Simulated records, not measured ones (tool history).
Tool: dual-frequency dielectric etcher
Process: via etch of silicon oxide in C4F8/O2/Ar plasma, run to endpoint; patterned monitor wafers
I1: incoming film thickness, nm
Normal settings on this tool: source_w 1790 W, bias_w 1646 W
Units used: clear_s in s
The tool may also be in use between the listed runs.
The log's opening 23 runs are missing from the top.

-- day=24.600 wet clean of the chamber
run 24 day=24.621 | source_w=2040 bias_w=1541 | I1=848.7 | clear_s=195.9
run 25 day=25.308 | source_w=1790 bias_w=1646 | I1=847.0 | clear_s=202.7
run 26 day=25.900 | source_w=1360 bias_w=1344 | I1=850.1 | clear_s=238.3
run 27 day=26.733 | source_w=2170 bias_w=1253 | I1=855.4 | clear_s=199.9
run 28 day=30.600 | source_w=2230 bias_w=1646 | I1=835.7 | clear_s=182.6
run 29 day=31.388 | source_w=2200 bias_w=1646 | I1=845.4 | clear_s=185.0
run 30 day=31.983 | source_w=1790 bias_w=1646 | I1=850.8 | clear_s=199.3
run 31 day=32.667 | source_w=2090 bias_w=1646 | I1=849.0 | clear_s=188.0
run 32 day=33.488 | source_w=1350 bias_w=1646 | I1=852.6 | clear_s=224.5
run 33 day=34.692 | source_w=1980 bias_w=1646 | I1=852.9 | clear_s=195.8
run 34 day=35.238 | source_w=1500 bias_w=1851 | I1=847.6 | clear_s=208.0

Below are 5 alternative next runs, each starting from the tool's condition after run 34. Predict each:
run A day=35.258 | source_w=1950 bias_w=1646 | I1=847.1 | clear_s=?
run B day=35.258 | source_w=2140 bias_w=1286 | I1=847.1 | clear_s=?
run C day=35.258 | source_w=2240 bias_w=1456 | I1=847.1 | clear_s=?
run D day=35.258 | source_w=1920 bias_w=2033 | I1=847.1 | clear_s=?
run E day=35.258 | source_w=1530 bias_w=2026 | I1=847.1 | clear_s=?

run=A clear_s=192.7
run=B clear_s=197.3
run=C clear_s=188.1
run=D clear_s=183.5
run=E clear_s=200.5
Had the tool no hidden state, the same runs would have come out as:
run=A clear_s=192.7
run=B clear_s=197.3
run=C clear_s=188.1
run=D clear_s=183.5
run=E clear_s=200.5

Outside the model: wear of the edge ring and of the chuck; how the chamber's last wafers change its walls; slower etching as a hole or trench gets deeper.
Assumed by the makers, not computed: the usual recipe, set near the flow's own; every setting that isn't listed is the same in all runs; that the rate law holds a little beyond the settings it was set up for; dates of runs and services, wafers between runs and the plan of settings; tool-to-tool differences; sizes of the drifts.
